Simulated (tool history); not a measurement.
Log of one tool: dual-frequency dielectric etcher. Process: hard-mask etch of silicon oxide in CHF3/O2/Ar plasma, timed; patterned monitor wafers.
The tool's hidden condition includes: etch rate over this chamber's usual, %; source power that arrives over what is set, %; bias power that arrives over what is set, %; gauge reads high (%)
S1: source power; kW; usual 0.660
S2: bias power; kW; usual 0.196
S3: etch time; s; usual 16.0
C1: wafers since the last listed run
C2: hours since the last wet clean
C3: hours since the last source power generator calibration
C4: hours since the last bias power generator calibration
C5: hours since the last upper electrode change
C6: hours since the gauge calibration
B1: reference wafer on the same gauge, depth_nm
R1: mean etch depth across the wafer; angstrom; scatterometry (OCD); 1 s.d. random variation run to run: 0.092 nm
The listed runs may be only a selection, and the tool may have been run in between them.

run 1 day=0.000 | S1=0.660 S2=0.196 S3=16.0 | C1=0 C2=445.5 C3=3305.3 C4=3936.9 C5=2670.9 C6=2.0 | B1=33.55 | R1=345.1
run 2 day=0.288 | S1=0.660 S2=0.196 S3=16.0 | C1=145 C2=452.4 C3=3312.2 C4=3943.8 C5=2677.8 C6=8.9 | B1=33.55 | R1=345.8
run 3 day=0.817 | S1=0.660 S2=0.196 S3=16.0 | C1=268 C2=465.1 C3=3324.9 C4=3956.5 C5=2690.5 C6=21.6 | B1=33.52 | R1=346.3
run 4 day=1.142 | S1=0.660 S2=0.196 S3=17.5 | C1=164 C2=472.9 C3=3332.7 C4=3964.3 C5=2698.3 C6=29.4 | B1=33.46 | R1=378.9
run 5 day=1.508 | S1=0.660 S2=0.196 S3=17.5 | C1=185 C2=481.7 C3=3341.5 C4=3973.1 C5=2707.1 C6=38.2 | B1=33.48 | R1=380.0
run 6 day=1.817 | S1=0.660 S2=0.196 S3=17.5 | C1=156 C2=489.1 C3=3348.9 C4=3980.5 C5=2714.5 C6=45.6 | B1=33.48 | R1=378.1
run 7 day=2.317 | S1=0.590 S2=0.196 S3=16.0 | C1=253 C2=501.1 C3=3360.9 C4=3992.5 C5=2726.5 C6=57.6 | B1=33.50 | R1=327.8
run 8 day=2.588 | S1=0.590 S2=0.196 S3=16.0 | C1=137 C2=507.6 C3=3367.4 C4=3999.0 C5=2733.0 C6=64.1 | B1=33.50 | R1=329.0
run 9 day=2.854 | S1=0.660 S2=0.164 S3=11.5 | C1=135 C2=514.0 C3=3373.8 C4=4005.4 C5=2739.4 C6=70.5 | B1=33.49 | R1=233.5
run 10 day=3.346 | S1=0.660 S2=0.168 S3=19.5 | C1=249 C2=525.8 C3=3385.6 C4=4017.2 C5=2751.2 C6=82.3 | B1=33.50 | R1=397.0
-- day=4.508 upper electrode replaced
-- day=4.600 wet clean of the chamber
-- day=4.650 bias power generator calibrated
run 11 day=4.671 | S1=0.660 S2=0.196 S3=16.0 | C1=92 C2=1.7 C3=3417.4 C4=0.5 C5=3.9 C6=114.1 | B1=33.45 | R1=337.1
run 12 day=4.683 | S1=0.580 S2=0.210 S3=12.0 | C1=6 C2=2.0 C3=3417.7 C4=0.8 C5=4.2 C6=114.4 | B1=33.52 | R1=245.6
-- day=4.933 gauge calibrated
-- day=5.196 source power generator calibrated
run 13 day=5.217 | S1=0.570 S2=0.208 S3=20.5 | C1=185 C2=14.8 C3=0.5 C4=13.6 C5=17.0 C6=6.8 | B1=33.53 | R1=414.1
run 14 day=5.367 | S1=0.720 S2=0.196 S3=20.0 | C1=75 C2=18.4 C3=4.1 C4=17.2 C5=20.6 C6=10.4 | B1=33.49 | R1=441.1

Expected results for the next run?
run 15 day=6.888 | S1=0.660 S2=0.196 S3=16.0 | C1=770 C2=54.9 C3=40.6 C4=53.7 C5=57.1 C6=46.9 | B1=? | R1=?

Run 15 gave B1 33.53, R1 339.1 angstrom.
Without the tool's hidden state the same run would have given R1 335.2 angstrom.
